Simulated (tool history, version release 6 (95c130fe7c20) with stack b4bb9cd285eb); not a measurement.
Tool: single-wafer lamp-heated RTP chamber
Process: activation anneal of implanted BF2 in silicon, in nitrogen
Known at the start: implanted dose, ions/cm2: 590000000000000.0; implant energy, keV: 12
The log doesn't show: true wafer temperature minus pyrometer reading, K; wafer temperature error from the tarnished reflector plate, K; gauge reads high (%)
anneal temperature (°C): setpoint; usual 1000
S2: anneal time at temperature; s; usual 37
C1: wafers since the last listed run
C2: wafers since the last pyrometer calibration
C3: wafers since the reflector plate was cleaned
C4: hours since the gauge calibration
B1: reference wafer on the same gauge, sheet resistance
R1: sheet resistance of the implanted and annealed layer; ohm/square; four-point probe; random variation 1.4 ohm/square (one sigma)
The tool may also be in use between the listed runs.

Run 1, hour 0.0: usual settings but anneal temperature (°C) 985; C1 0; C2 321; C3 3292; C4 152.8; B1 265.99. Result: R1 264.85 ohm/square.
Run 2, hour 25.1: usual settings but anneal temperature (°C) 985; C1 390; C2 711; C3 3682; C4 177.9; B1 265.83. Result: R1 264.74 ohm/square.
Run 3, hour 71.1: usual settings but anneal temperature (°C) 985; C1 715; C2 1426; C3 4397; C4 223.9; B1 266.34. Result: R1 266.20 ohm/square.
Run 4, hour 101.6: usual settings but S2 27 s; C1 474; C2 1900; C3 4871; C4 254.4; B1 265.88. Result: R1 254.14 ohm/square.
Run 5, hour 165.1: usual settings but S2 27 s; C1 987; C2 2887; C3 5858; C4 317.9; B1 266.13. Result: R1 252.90 ohm/square.
Run 6, hour 193.4: usual settings but S2 27 s; C1 439; C2 3327; C3 6298; C4 346.2; B1 266.29. Result: R1 252.97 ohm/square.
At hour 225.8: pyrometer window cleaned and pyrometer calibrated.
Run 7, hour 231.1: usual settings; C1 461; C2 82; C3 6760; C4 383.9; B1 266.01. Result: R1 246.49 ohm/square.
Run 8, hour 280.7: usual settings; C1 771; C2 853; C3 7531; C4 433.5; B1 266.16. Result: R1 246.43 ohm/square.
Run 9, hour 341.9: usual settings but anneal temperature (°C) 985; C1 951; C2 1804; C3 8482; C4 494.7; B1 265.80. Result: R1 259.83 ohm/square.
At hour 394.8: gauge calibrated.
Run 10, hour 396.4: usual settings but anneal temperature (°C) 989, S2 31 s; C1 847; C2 2651; C3 9330; C4 1.6; B1 265.78. Result: R1 258.59 ohm/square.
Run 11, hour 431.8: usual settings but anneal temperature (°C) 985; C1 550; C2 3202; C3 9880; C4 37.0; B1 266.24. Result: R1 258.61 ohm/square.
At hour 463.3: pyrometer window cleaned and pyrometer calibrated.
Run 12, hour 472.1: usual settings but anneal temperature (°C) 1012, S2 20 s; C1 502; C2 136; C3 10382; C4 77.3; B1 266.07. Result: R1 247.76 ohm/square.
At hour 480.8: reflector plate cleaned.
Run 13, hour 538.9: usual settings but anneal temperature (°C) 986, S2 56 s; C1 914; C2 1050; C3 902; C4 144.1; B1 265.53. Result: R1 256.91 ohm/square.
Run 14, hour 593.7: usual settings; C1 851; C2 1902; C3 1754; C4 198.9; B1 265.59. Result: R1 250.74 ohm/square.
Run 15, hour 648.5: usual settings but anneal temperature (°C) 982; C1 851; C2 2754; C3 2606; C4 253.7; B1 266.23. Result: R1 271.10 ohm/square.
At hour 688.7: pyrometer window cleaned and pyrometer calibrated.
Run 16, hour 695.9: usual settings but anneal temperature (°C) 978, S2 46 s; C1 612; C2 112; C3 3218; C4 301.1; B1 266.36. Result: R1 268.94 ohm/square.
Run 17, hour 727.4: usual settings but S2 59 s; C1 489; C2 601; C3 3708; C4 332.6; B1 266.12. Result: R1 239.01 ohm/square.

Forecast each of these 3 alternatives for the next run:
Run A, hour 727.8: usual settings; C1 6; C2 608; C3 3714; C4 333.0; B1 ?. Result: R1 ?.
Run B, hour 727.8: usual settings but anneal temperature (°C) 1024, S2 31 s; C1 6; C2 608; C3 3714; C4 333.0; B1 ?. Result: R1 ?.
Run C, hour 727.8: usual settings but anneal temperature (°C) 990, S2 19 s; C1 6; C2 608; C3 3714; C4 333.0; B1 ?. Result: R1 ?.

run      B1      R1
  A  266.10  247.94
  B  266.10  230.43
  C  266.10  276.76
Without the tool's hidden state the same runs would have given:
run      R1
  A  248.88
  B  231.35
  C  278.20
